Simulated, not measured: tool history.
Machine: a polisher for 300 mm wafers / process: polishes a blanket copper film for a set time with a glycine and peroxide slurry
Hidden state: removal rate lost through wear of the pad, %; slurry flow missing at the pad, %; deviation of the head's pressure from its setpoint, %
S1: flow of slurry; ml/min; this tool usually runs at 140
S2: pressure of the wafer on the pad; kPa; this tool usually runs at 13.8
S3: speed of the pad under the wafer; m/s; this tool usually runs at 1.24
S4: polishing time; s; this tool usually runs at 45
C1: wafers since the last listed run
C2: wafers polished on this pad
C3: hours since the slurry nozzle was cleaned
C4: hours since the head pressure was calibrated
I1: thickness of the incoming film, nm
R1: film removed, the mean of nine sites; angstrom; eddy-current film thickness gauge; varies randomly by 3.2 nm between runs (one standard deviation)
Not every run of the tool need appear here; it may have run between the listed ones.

run    hour   S1    S2    S3  S4    C1    C2     C3     C4      I1    R1
  1     0.0  140  13.8  1.24  45     0  7898  270.0  433.9  2064.6  2214
  2    54.0  140  13.8  1.24  45   632  8530  324.0  487.9  2025.9  2277
  3   143.8  140  13.8  1.24  45  1051  9581  413.8  577.7  2027.6  2271
      157.0  -- worn pad replaced by a new one
  4   199.5  140  13.8  1.24  45   605   498  469.5  633.4  2072.4  2342
      221.4  -- head pressure recalibrated
  5   273.2  160  13.8  1.24  45   839  1337  543.2   51.8  2030.8  2325
  6   358.0  140  15.9  1.24  45   992  2330  628.0  136.6  2048.4  2558
  7   425.9  140  15.9  1.24  45   794  3125  695.9  204.5  2044.8  2426
  8   482.0  140  15.9  1.24  45   656  3782  752.0  260.6  2056.4  2508
  9   578.5  140  12.4  1.36  45  1129  4911  848.5  357.1  2043.4  2335
      587.9  -- slurry nozzle cleaned
 10   641.3  140  12.4  1.36  45   723  5635   53.4  419.9  2037.2  2301
 11   681.7  140  13.8  1.24  45   472  6108   93.8  460.3  2006.6  2268
 12   781.5  140  13.8  1.24  45  1168  7276  193.6  560.1  2025.6  2315
      807.7  -- worn pad replaced by a new one
 13   821.3  140  16.5  1.06  45   419   158  233.4  599.9  2034.5  2275
 14   865.0  140  10.3  1.24  31   511   670  277.1  643.6  2065.4  1331
      904.2  -- head pressure recalibrated
 15   926.3   95  17.9  1.24  51   694  1364  338.4   22.1  2054.3  2734
 16   963.6   95   9.7  0.98  51   436  1801  375.7   59.4  2036.1  1614
 17  1028.2  140  10.3  0.88  45   756  2557  440.3  124.0  2069.2  1569
 18  1074.0  180  13.8  1.66  45   536  3093  486.1  169.8  2036.9  2993
 19  1144.2  155  10.3  1.24  45   821  3915  556.3  240.0  2031.9  1998
 20  1247.7  140  17.9  1.04  60  1211  5127  659.8  343.5  2020.3  3136
 21  1347.8  140  13.8  1.24  45  1171  6299  759.9  443.6  2042.7  2282
     1349.1  -- slurry nozzle cleaned
 22  1402.0  140  13.8  1.24  45   622  6922   52.9  497.8  2018.4  2259
     1500.6  -- worn pad replaced by a new one
 23  1503.8  140   9.7  1.24  56  1145    36  154.7  599.6  2068.3  2259
 24  1545.6  140  17.2  1.24  29   489   526  196.5  641.4  2063.3  1695
 25  1588.6  140  13.8  1.24  45   503  1029  239.5  684.4  2060.1  2323
 26  1684.8  140  13.8  1.24  45  1126  2156  335.7  780.6  2026.5  2299
     1761.0  -- head pressure recalibrated
 27  1783.9  125  17.9  1.24  53  1136  3292  434.8   22.9  2024.7  3176
 28  1861.8  140  13.8  1.24  59   912  4204  512.7  100.8  2055.1  3006
 29  1955.1   95  18.6  0.98  55  1092  5297  606.0  194.1  2035.6  2597
 30  2019.9  165  11.0  1.24  45   758  6055  670.8  258.9  2015.9  2061
 31  2066.7  140  17.2  1.24  45   547  6603  717.6  305.7  1994.8  2635
     2129.5  -- slurry nozzle cleaned
 32  2134.2  140  11.7  1.52  45   778  7382    4.7  373.2  2035.8  2382
 33  2326.5  125  16.5  1.08  37  2251  9633  197.0  565.5  2024.1  1861
     2337.1  -- worn pad replaced by a new one
 34  2376.6  140  13.8  1.04  45   539   462  247.1  615.6  2045.2  1997
     2435.0  -- head pressure recalibrated
 35  2452.4  140  13.8  1.48  60   864  1326  322.9   17.4  2044.5  3529
 36  2530.4  140  13.8  1.24  45   913  2240  400.9   95.4  2021.4  2262
 37  2636.1  165  13.8  1.24  45  1237  3477  506.6  201.1  2077.0  2373

Forecast each of these 4 alternatives for the next run:
  A  2636.5  140  13.8  1.24  45   4  3482  507.0  201.5  2044.5   ?
  B  2636.5  190  17.2  1.24  45   4  3482  507.0  201.5  2044.5   ?
  C  2636.5  140  13.8  0.84  45   4  3482  507.0  201.5  2044.5   ?
  D  2636.5   95  17.2  1.62  54   4  3482  507.0  201.5  2044.5   ?

run    R1
  A  2265
  B  2756
  C  1732
  D  3505
Take away the tool's hidden state, keep each run's random variation, and the runs would have read:
run    R1
  A  2265
  B  2756
  C  1732
  D  3505
